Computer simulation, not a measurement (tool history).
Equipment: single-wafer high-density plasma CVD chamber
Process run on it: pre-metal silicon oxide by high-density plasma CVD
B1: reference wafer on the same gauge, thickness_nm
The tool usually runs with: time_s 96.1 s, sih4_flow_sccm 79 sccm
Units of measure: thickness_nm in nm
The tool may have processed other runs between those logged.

{"run": 1, "hour": 0.0, "time_s": 96.1, "sih4_flow_sccm": 79, "B1": 749.99, "thickness_nm": 709.783}
{"run": 2, "hour": 55.7, "time_s": 96.1, "sih4_flow_sccm": 79, "B1": 749.765, "thickness_nm": 707.021}
{"run": 3, "hour": 130.8, "time_s": 96.1, "sih4_flow_sccm": 79, "B1": 750.093, "thickness_nm": 706.974}
{"run": 4, "hour": 186.2, "time_s": 96.1, "sih4_flow_sccm": 79, "B1": 749.923, "thickness_nm": 705.676}
{"run": 5, "hour": 237.5, "time_s": 96.1, "sih4_flow_sccm": 79, "B1": 749.672, "thickness_nm": 710.074}
{"run": 6, "hour": 334.6, "time_s": 96.1, "sih4_flow_sccm": 79, "B1": 750.123, "thickness_nm": 704.95}
{"run": 7, "hour": 404.4, "time_s": 96.1, "sih4_flow_sccm": 79, "B1": 749.072, "thickness_nm": 709.304}
{"run": 8, "hour": 456.8, "time_s": 109.2, "sih4_flow_sccm": 79, "B1": 749.415, "thickness_nm": 801.196}
{"run": 9, "hour": 496.0, "time_s": 109.2, "sih4_flow_sccm": 79, "B1": 750.145, "thickness_nm": 800.034}
{"run": 10, "hour": 564.5, "time_s": 96.1, "sih4_flow_sccm": 79, "B1": 749.714, "thickness_nm": 705.526}
{"run": 11, "hour": 617.0, "time_s": 96.1, "sih4_flow_sccm": 79, "B1": 750.365, "thickness_nm": 705.417}
{"run": 12, "hour": 712.9, "time_s": 96.1, "sih4_flow_sccm": 79, "B1": 749.803, "thickness_nm": 702.136}
{"run": 13, "hour": 804.7, "time_s": 96.1, "sih4_flow_sccm": 79, "B1": 749.838, "thickness_nm": 705.176}
{"run": 14, "hour": 883.5, "time_s": 96.1, "sih4_flow_sccm": 90, "B1": 750.757, "thickness_nm": 800.085}
{"run": 15, "hour": 987.1, "time_s": 88.5, "sih4_flow_sccm": 79, "B1": 749.762, "thickness_nm": 646.668}
{"run": 16, "hour": 1075.0, "time_s": 114, "sih4_flow_sccm": 84, "B1": 749.594, "thickness_nm": 888.055}
{"run": 17, "hour": 1125.8, "time_s": 96.1, "sih4_flow_sccm": 79, "B1": 750.507, "thickness_nm": 702.037}
{"hour": 1127.1, "done": "gauge calibrated"}
{"run": 18, "hour": 1165.2, "time_s": 107.9, "sih4_flow_sccm": 90, "B1": 749.708, "thickness_nm": 894.565}
{"hour": 1274.8, "done": "silane flow controller replaced"}
{"run": 19, "hour": 1377.2, "time_s": 88, "sih4_flow_sccm": 64, "B1": 749.906, "thickness_nm": 541.237}
{"run": 20, "hour": 1462.9, "time_s": 112.2, "sih4_flow_sccm": 83, "B1": 749.894, "thickness_nm": 895.453}
{"run": 21, "hour": 1652.9, "time_s": 96.1, "sih4_flow_sccm": 73, "B1": 749.438, "thickness_nm": 674.855}
{"run": 22, "hour": 1717.4, "time_s": 96.1, "sih4_flow_sccm": 79, "B1": 750.011, "thickness_nm": 729.881}
{"run": 23, "hour": 1791.0, "time_s": 109.4, "sih4_flow_sccm": 79, "B1": 749.309, "thickness_nm": 829.228}
{"run": 24, "hour": 1888.1, "time_s": 96.1, "sih4_flow_sccm": 79, "B1": 750.046, "thickness_nm": 728.499}
{"run": 25, "hour": 1976.3, "time_s": 96.1, "sih4_flow_sccm": 79, "B1": 749.542, "thickness_nm": 729.639}
{"run": 26, "hour": 2018.7, "time_s": 82.6, "sih4_flow_sccm": 64, "B1": 750.273, "thickness_nm": 507.794}

Each row is a separate what-if for the run after 26, all from the same tool condition, not one after another. Results?
{"run": "A", "hour": 2019.1, "time_s": 103.6, "sih4_flow_sccm": 79, "B1": "?", "thickness_nm": "?"}
{"run": "B", "hour": 2019.1, "time_s": 102, "sih4_flow_sccm": 79, "B1": "?", "thickness_nm": "?"}
{"run": "C", "hour": 2019.1, "time_s": 77, "sih4_flow_sccm": 88, "B1": "?", "thickness_nm": "?"}
{"run": "D", "hour": 2019.1, "time_s": 89, "sih4_flow_sccm": 79, "B1": "?", "thickness_nm": "?"}
{"run": "E", "hour": 2019.1, "time_s": 103, "sih4_flow_sccm": 79, "B1": "?", "thickness_nm": "?"}

run=A B1=749.898 thickness_nm=783.404
run=B B1=749.898 thickness_nm=771.305
run=C B1=749.898 thickness_nm=648.593
run=D B1=749.898 thickness_nm=673.002
run=E B1=749.898 thickness_nm=778.867
Stripped of hidden state, with their random variation kept, the same runs would have yielded:
run=A thickness_nm=786.383
run=B thickness_nm=774.238
run=C thickness_nm=651.059
run=D thickness_nm=675.56
run=E thickness_nm=781.828
